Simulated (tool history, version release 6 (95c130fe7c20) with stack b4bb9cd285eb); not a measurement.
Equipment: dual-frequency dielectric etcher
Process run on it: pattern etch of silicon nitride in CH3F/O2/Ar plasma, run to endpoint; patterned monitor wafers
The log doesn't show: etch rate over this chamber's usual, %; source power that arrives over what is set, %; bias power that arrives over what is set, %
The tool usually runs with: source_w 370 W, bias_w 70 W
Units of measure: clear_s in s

run,hour,source_w,bias_w,wafers since the last listed run,hours since the last wet clean,hours since the last source power generator calibration,hours since the last bias power generator calibration,hours since the last upper electrode change,"incoming incoming film thickness, nm",clear_s
1,0.0,370,70,0,371.3,3031.5,2471.8,3344.5,30.14,49.4
# hour 3.8: wet clean of the chamber
2,45.9,430,70,466,42.1,3077.4,2517.7,3390.4,30.30,46.2
3,103.3,430,70,636,99.5,3134.8,2575.1,3447.8,29.95,46.3
4,151.0,430,70,529,147.2,3182.5,2622.8,3495.5,30.68,47.1
5,204.6,370,70,594,200.8,3236.1,2676.4,3549.1,30.26,49.8
6,250.4,370,70,507,246.6,3281.9,2722.2,3594.9,30.22,49.0
7,301.4,370,70,565,297.6,3332.9,2773.2,3645.9,30.50,50.4
# hour 317.2: bias power generator calibrated
8,328.7,370,56,258,324.9,3360.2,11.5,3673.2,30.25,55.1
9,354.0,370,56,280,350.2,3385.5,36.8,3698.5,30.23,55.3
# hour 406.8: wet clean of the chamber
10,420.3,370,70,469,13.5,3451.8,103.1,3764.8,30.05,49.4
11,471.6,440,54,568,64.8,3503.1,154.4,3816.1,30.16,51.8
12,520.8,340,76,545,114.0,3552.3,203.6,3865.3,30.18,49.3
# hour 550.7: upper electrode replaced
13,575.2,390,65,337,168.4,3606.7,258.0,24.5,30.01,49.5
# hour 641.2: source power generator calibrated
14,647.2,410,81,754,240.4,6.0,330.0,96.5,30.17,44.1
15,682.2,370,70,388,275.4,41.0,365.0,131.5,30.27,49.3
# hour 743.7: wet clean of the chamber
16,753.8,370,70,527,10.1,112.6,436.6,203.1,30.01,48.3
17,818.2,420,61,714,74.5,177.0,501.0,267.5,30.06,48.9
18,844.4,290,61,290,100.7,203.2,527.2,293.7,30.41,59.4

5 options for the next run, each taken on its own from the tool as it stands now. Forecast them:
A,844.8,370,70,4,101.1,203.6,527.6,294.1,30.32,?
B,844.8,370,84,4,101.1,203.6,527.6,294.1,30.32,?
C,844.8,280,82,4,101.1,203.6,527.6,294.1,30.32,?
D,844.8,430,83,4,101.1,203.6,527.6,294.1,30.32,?
E,844.8,290,65,4,101.1,203.6,527.6,294.1,30.32,?

run,clear_s
A,48.8
B,44.7
C,50.9
D,42.2
E,56.3
With the hidden condition removed and each run's random variation left untouched, the same runs would have given:
run,clear_s
A,48.8
B,44.7
C,50.9
D,42.2
E,56.3
